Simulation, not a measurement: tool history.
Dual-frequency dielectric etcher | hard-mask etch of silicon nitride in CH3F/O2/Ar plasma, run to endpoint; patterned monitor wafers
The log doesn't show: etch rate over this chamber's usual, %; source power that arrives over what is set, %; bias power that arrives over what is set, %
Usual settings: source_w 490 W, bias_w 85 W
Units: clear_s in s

run	hour	source_w	bias_w	wafers since the last listed run	hours since the last wet clean	hours since the last source power generator calibration	hours since the last bias power generator calibration	hours since the last upper electrode change	incoming incoming film thickness, nm	clear_s
1	0.0	490	85	0	201.0	1969.9	3611.6	5422.6	42.90	52.1
2	9.1	490	85	90	210.1	1979.0	3620.7	5431.7	42.81	51.9
3	20.8	490	77	116	221.8	1990.7	3632.4	5443.4	42.74	54.4
4	35.5	490	77	145	236.5	2005.4	3647.1	5458.1	43.28	55.2
5	53.1	490	85	174	254.1	2023.0	3664.7	5475.7	43.04	51.9
6	68.7	490	97	154	269.7	2038.6	3680.3	5491.3	43.32	48.8
# hour 78.8: source power generator calibrated
7	79.3	460	85	65	280.3	0.5	3690.9	5501.9	43.02	54.0
8	93.2	460	85	138	294.2	14.4	3704.8	5515.8	42.96	53.9
9	100.7	460	85	74	301.7	21.9	3712.3	5523.3	43.15	54.2
10	126.1	440	85	252	327.1	47.3	3737.7	5548.7	43.01	55.3
11	133.2	490	96	70	334.2	54.4	3744.8	5555.8	42.73	48.2
12	144.5	490	85	112	345.5	65.7	3756.1	5567.1	43.13	51.6
13	160.3	490	85	156	361.3	81.5	3771.9	5582.9	43.23	52.0
14	171.3	440	91	109	372.3	92.5	3782.9	5593.9	43.27	53.4
# hour 193.1: bias power generator calibrated
# hour 199.2: upper electrode replaced
15	199.7	490	85	181	400.7	120.9	6.6	0.5	43.43	52.0
16	200.1	540	85	3	401.1	121.3	7.0	0.9	42.45	48.0
17	208.2	570	100	80	409.2	129.4	15.1	9.0	42.69	43.1
18	220.8	420	70	125	421.8	142.0	27.7	21.6	42.89	62.8
19	233.1	490	85	122	434.1	154.3	40.0	33.9	43.32	52.1
20	249.6	490	85	163	450.6	170.8	56.5	50.4	43.15	51.7
21	266.3	490	85	165	467.3	187.5	73.2	67.1	43.11	51.0
# hour 294.8: wet clean of the chamber
22	295.3	550	85	49	0.5	216.5	102.2	96.1	43.30	49.5
23	295.7	490	85	3	0.9	216.9	102.6	96.5	42.97	52.8
24	298.8	550	102	30	4.0	220.0	105.7	99.6	43.14	45.0
25	310.1	600	105	112	15.3	231.3	117.0	110.9	42.85	42.0
26	322.3	490	85	121	27.5	243.5	129.2	123.1	43.15	52.9
27	336.9	490	85	144	42.1	258.1	143.8	137.7	43.12	52.8
28	353.2	490	85	161	58.4	274.4	160.1	154.0	42.63	52.3
29	361.6	390	97	83	66.8	282.8	168.5	162.4	42.98	56.4
30	371.9	580	67	102	77.1	293.1	178.8	172.7	42.92	53.7
31	385.8	560	98	138	91.0	307.0	192.7	186.6	43.33	45.6
32	393.1	490	93	72	98.3	314.3	200.0	193.9	43.14	50.1
33	409.5	570	98	162	114.7	330.7	216.4	210.3	43.05	44.6
34	417.6	420	71	80	122.8	338.8	224.5	218.4	43.04	63.4

The tool's hidden state at each run:
source power that arrives over what is set, %: 0 in every run
bias power that arrives over what is set, %: 0 in every run
H1: etch rate over this chamber's usual, %
run	H1
1	1.48
2	1.54
3	1.62
4	1.71
5	1.83
6	1.93
7	2
8	2.09
9	2.14
10	2.3
11	2.35
12	2.42
13	2.52
14	2.59
15	2.78
16	2.78
17	2.83
18	2.91
19	2.99
20	3.1
21	3.21
22	0.421
23	0.424
24	0.444
25	0.517
26	0.595
27	0.69
28	0.795
29	0.849
30	0.916
31	1.01
32	1.05
33	1.16
34	1.21

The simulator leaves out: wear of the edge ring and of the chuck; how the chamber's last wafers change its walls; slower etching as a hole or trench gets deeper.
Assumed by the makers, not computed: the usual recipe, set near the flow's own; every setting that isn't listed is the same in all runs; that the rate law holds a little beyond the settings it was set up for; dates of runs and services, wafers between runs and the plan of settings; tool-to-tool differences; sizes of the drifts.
